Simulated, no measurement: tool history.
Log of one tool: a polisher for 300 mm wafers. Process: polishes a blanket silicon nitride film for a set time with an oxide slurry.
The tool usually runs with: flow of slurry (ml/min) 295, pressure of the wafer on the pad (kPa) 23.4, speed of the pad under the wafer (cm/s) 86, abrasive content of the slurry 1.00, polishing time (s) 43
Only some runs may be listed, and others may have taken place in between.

run,hour,flow of slurry (ml/min),pressure of the wafer on the pad (kPa),speed of the pad under the wafer (cm/s),abrasive content of the slurry,polishing time (s),"incoming thickness of the incoming film, nm",film removed (nm)
1,0.0,295,23.4,86,1.00,43,560.7,21.2
2,13.1,295,23.4,86,1.00,43,554.0,20.7
3,28.1,295,23.4,86,1.00,43,562.3,21.0
# hour 33.5: head pressure recalibrated
4,37.6,295,23.4,86,1.00,43,562.3,20.8
5,44.2,295,23.4,86,1.00,43,556.9,20.7
# hour 57.5: worn pad replaced by a new one
6,58.0,295,23.4,86,1.00,43,557.8,20.9
7,66.7,295,23.4,86,1.00,43,558.2,20.8
8,83.8,295,23.4,86,1.00,43,564.8,20.5
9,95.0,295,23.4,70,1.00,43,559.2,17.6
10,106.6,295,23.4,86,1.00,50,547.9,24.1
# hour 112.5: conditioning disc replaced and pad reconditioned
11,118.3,235,23.4,86,0.85,43,564.0,18.2
# hour 126.5: worn pad replaced by a new one
12,129.1,295,23.4,86,1.30,43,569.1,21.7
# hour 136.9: slurry blender recalibrated
13,144.9,295,28.3,86,1.00,43,561.4,23.6
14,157.1,295,29.0,86,1.00,43,567.0,23.9
15,166.7,295,23.4,86,1.00,43,548.7,19.7
16,186.5,295,23.4,86,1.00,43,558.4,19.8
17,198.3,295,29.6,86,1.00,30,569.8,17.4
# hour 204.0: conditioning disc replaced and pad reconditioned, repeated, since the last time left the tool worse
# hour 209.0: slurry nozzle cleaned
# hour 212.0: worn pad replaced by a new one
18,215.0,295,23.4,86,1.00,43,559.1,21.4
19,227.2,295,23.4,86,0.75,43,559.8,19.7
20,243.5,295,29.0,86,1.00,30,567.3,18.5
21,253.0,210,18.6,86,1.20,43,565.4,17.7
22,269.6,295,23.4,62,1.10,43,552.9,17.3
23,277.7,295,23.4,106,1.00,43,555.5,25.0
# hour 291.4: worn pad replaced by a new one
24,291.9,260,23.4,86,0.75,43,559.6,18.9
25,294.3,250,23.4,86,1.00,31,564.4,15.0

Below are 5 alternative next runs, each starting from the tool's condition after run 25. Predict each:
A,294.7,295,23.4,56,1.00,43,569.2,?
B,294.7,295,15.2,86,1.00,43,569.2,?
C,294.7,295,18.6,86,1.00,43,569.2,?
D,294.7,320,23.4,98,1.00,43,569.2,?
E,294.7,360,23.4,86,1.00,43,569.2,?

run,film removed (nm)
A,15.2
B,13.8
C,17.0
D,23.8
E,21.6
Without the tool's hidden state the same runs would have given:
run,film removed (nm)
A,15.2
B,13.9
C,17.1
D,24.0
E,21.8
